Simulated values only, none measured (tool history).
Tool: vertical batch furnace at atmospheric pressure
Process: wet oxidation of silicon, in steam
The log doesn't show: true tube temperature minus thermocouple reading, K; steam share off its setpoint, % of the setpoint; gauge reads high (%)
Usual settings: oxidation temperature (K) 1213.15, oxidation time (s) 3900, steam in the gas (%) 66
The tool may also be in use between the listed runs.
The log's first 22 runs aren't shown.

run	hour	oxidation temperature (K)	oxidation time (s)	steam in the gas (%)	wafers since the last listed run	hours since the last temperature calibration	hours since the steam generator was serviced	hours since the gauge calibration	read-back reference wafer on the same gauge, thickness	oxide thickness on the monitor wafer (Å)
23	1454.6	1193.15	3090	71	481	1690.9	732.3	1800.7	266.12	1958.0
24	1505.0	1213.15	3900	66	648	1741.3	782.7	1851.1	265.91	2623.4
# hour 1577.5: thermocouples replaced and temperature profile calibrated
25	1578.0	1213.15	3030	59	630	0.5	855.7	1924.1	266.04	1965.5
26	1624.1	1226.15	3900	66	593	46.6	901.8	1970.2	266.04	2864.0
27	1710.7	1206.15	3480	66	1114	133.2	988.4	2056.8	266.04	2241.5
# hour 1741.7: gauge calibrated
28	1784.4	1213.15	5190	54	948	206.9	1062.1	42.7	265.95	2745.0
29	1871.7	1213.15	4560	71	1123	294.2	1149.4	130.0	266.10	3029.9
30	1954.8	1205.15	4770	66	1069	377.3	1232.5	213.1	266.07	2793.3
31	2001.8	1213.15	4860	66	604	424.3	1279.5	260.1	265.94	3014.8
32	2072.8	1213.15	3900	55	913	495.3	1350.5	331.1	266.15	2263.1
33	2147.3	1198.15	5520	66	958	569.8	1425.0	405.6	265.98	2943.1
34	2201.3	1230.15	3900	55	694	623.8	1479.0	459.6	265.94	2600.3
35	2241.3	1205.15	3900	66	514	663.8	1519.0	499.6	266.26	2406.9
36	2308.6	1226.15	3900	66	865	731.1	1586.3	566.9	265.97	2868.0
37	2360.5	1230.15	5820	75	667	783.0	1638.2	618.8	266.03	4203.6

5 ways to go on from here, each from the tool as it stands after run 37. What would each give?
A	2366.2	1213.15	2670	66	73	788.7	1643.9	624.5	?	?
B	2366.2	1213.15	3900	56	73	788.7	1643.9	624.5	?	?
C	2366.2	1189.15	5670	75	73	788.7	1643.9	624.5	?	?
D	2366.2	1223.15	3180	66	73	788.7	1643.9	624.5	?	?
E	2366.2	1213.15	4560	66	73	788.7	1643.9	624.5	?	?

run	read-back reference wafer on the same gauge, thickness	oxide thickness on the monitor wafer (Å)
A	266.01	1951.9
B	266.01	2287.5
C	266.01	3044.7
D	266.01	2416.7
E	266.01	2882.8
Without the tool's hidden state the same runs would have given:
run	oxide thickness on the monitor wafer (Å)
A	1958.8
B	2295.7
C	3055.1
D	2425.1
E	2893.5
